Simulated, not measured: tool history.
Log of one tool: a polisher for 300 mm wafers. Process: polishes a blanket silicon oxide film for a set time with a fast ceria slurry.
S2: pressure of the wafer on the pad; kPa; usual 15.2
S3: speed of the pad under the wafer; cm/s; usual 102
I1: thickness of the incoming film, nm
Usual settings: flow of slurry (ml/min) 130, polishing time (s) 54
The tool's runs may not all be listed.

Run 1, hour 0.0: usual settings; I1 2461.3. Result: film removed (nm) 582.6.
At hour 13.7: worn pad replaced by a new one.
Run 2, hour 32.7: usual settings but flow of slurry (ml/min) 115, polishing time (s) 45; I1 2415.2. Result: film removed (nm) 483.9.
Run 3, hour 47.3: usual settings; I1 2400.1. Result: film removed (nm) 583.7.
Run 4, hour 66.5: usual settings; I1 2401.4. Result: film removed (nm) 591.6.
Run 5, hour 130.0: usual settings but S2 19.3 kPa; I1 2468.9. Result: film removed (nm) 762.1.
Run 6, hour 163.2: usual settings; I1 2431.8. Result: film removed (nm) 579.1.
Run 7, hour 190.8: usual settings; I1 2430.5. Result: film removed (nm) 610.3.
At hour 213.7: worn pad replaced by a new one.
Run 8, hour 220.8: usual settings; I1 2441.5. Result: film removed (nm) 608.8.
Run 9, hour 251.3: usual settings; I1 2469.4. Result: film removed (nm) 604.3.
Run 10, hour 266.4: usual settings; I1 2427.4. Result: film removed (nm) 598.8.
Run 11, hour 293.3: usual settings; I1 2425.5. Result: film removed (nm) 604.5.
At hour 302.3: slurry nozzle cleaned.
Run 12, hour 326.1: usual settings; I1 2428.5. Result: film removed (nm) 599.2.
Run 13, hour 360.1: usual settings; I1 2452.8. Result: film removed (nm) 615.4.
At hour 415.3: worn pad replaced by a new one.
Run 14, hour 466.3: usual settings; I1 2456.6. Result: film removed (nm) 622.7.
At hour 468.5: head pressure recalibrated.
Run 15, hour 479.7: usual settings; I1 2419.9. Result: film removed (nm) 559.1.
Run 16, hour 494.7: usual settings; I1 2427.7. Result: film removed (nm) 570.0.
Run 17, hour 507.5: usual settings but S2 9.7 kPa, polishing time (s) 65; I1 2407.7. Result: film removed (nm) 430.7.
Run 18, hour 528.2: usual settings but S3 122 cm/s; I1 2405.3. Result: film removed (nm) 673.1.
Run 19, hour 559.4: usual settings but flow of slurry (ml/min) 95, S3 112 cm/s; I1 2442.7. Result: film removed (nm) 587.0.
Run 20, hour 578.4: usual settings; I1 2381.7. Result: film removed (nm) 555.0.
At hour 582.9: worn pad replaced by a new one.
Run 21, hour 594.6: usual settings but flow of slurry (ml/min) 95, S3 112 cm/s; I1 2470.3. Result: film removed (nm) 566.5.
Run 22, hour 626.2: usual settings but S2 17.9 kPa; I1 2401.7. Result: film removed (nm) 654.8.
Run 23, hour 658.7: usual settings but S2 19.3 kPa, S3 114 cm/s; I1 2368.4. Result: film removed (nm) 812.0.
Run 24, hour 682.0: usual settings but flow of slurry (ml/min) 100; I1 2434.2. Result: film removed (nm) 524.2.
Run 25, hour 717.2: usual settings but flow of slurry (ml/min) 160, S2 10.3 kPa, S3 116 cm/s, polishing time (s) 72; I1 2439.4. Result: film removed (nm) 604.7.
Run 26, hour 737.7: usual settings but S3 120 cm/s, polishing time (s) 69; I1 2408.8. Result: film removed (nm) 860.2.
Run 27, hour 769.3: usual settings; I1 2421.4. Result: film removed (nm) 555.3.
At hour 780.6: worn pad replaced by a new one.
At hour 786.6: slurry nozzle cleaned.
Run 28, hour 791.6: usual settings; I1 2409.2. Result: film removed (nm) 567.1.
Run 29, hour 808.5: usual settings but S2 20.0 kPa, S3 90 cm/s; I1 2430.9. Result: film removed (nm) 657.1.
Run 30, hour 897.6: usual settings but flow of slurry (ml/min) 100, S2 18.6 kPa, S3 126 cm/s, polishing time (s) 36; I1 2434.5. Result: film removed (nm) 538.0.
Run 31, hour 915.5: usual settings but flow of slurry (ml/min) 165, polishing time (s) 41; I1 2427.3. Result: film removed (nm) 452.5.
Run 32, hour 927.5: usual settings but flow of slurry (ml/min) 90, S2 18.6 kPa, S3 78 cm/s, polishing time (s) 61; I1 2424.2. Result: film removed (nm) 547.9.

The tool's hidden state at each run:
removal rate lost through wear of the pad, %: 0 in every run
slurry flow missing at the pad, %: 0 in every run
H1: deviation of the head's pressure from its setpoint, %
run      H1
  1    1.87
  2    2.22
  3    2.38
  4    2.59
  5    3.36
  6    3.79
  7    4.16
  8    4.58
  9    5.03
 10    5.26
 11    5.68
 12    6.21
 13    6.78
 14     8.7
 15   -1.39
 16   -1.38
 17   -1.37
 18   -1.35
 19   -1.31
 20   -1.27
 21   -1.23
 22   -1.15
 23   -1.04
 24   -0.95
 25  -0.794
 26  -0.692
 27  -0.519
 28  -0.385
 29  -0.278
 30    0.38
 31   0.531
 32   0.635

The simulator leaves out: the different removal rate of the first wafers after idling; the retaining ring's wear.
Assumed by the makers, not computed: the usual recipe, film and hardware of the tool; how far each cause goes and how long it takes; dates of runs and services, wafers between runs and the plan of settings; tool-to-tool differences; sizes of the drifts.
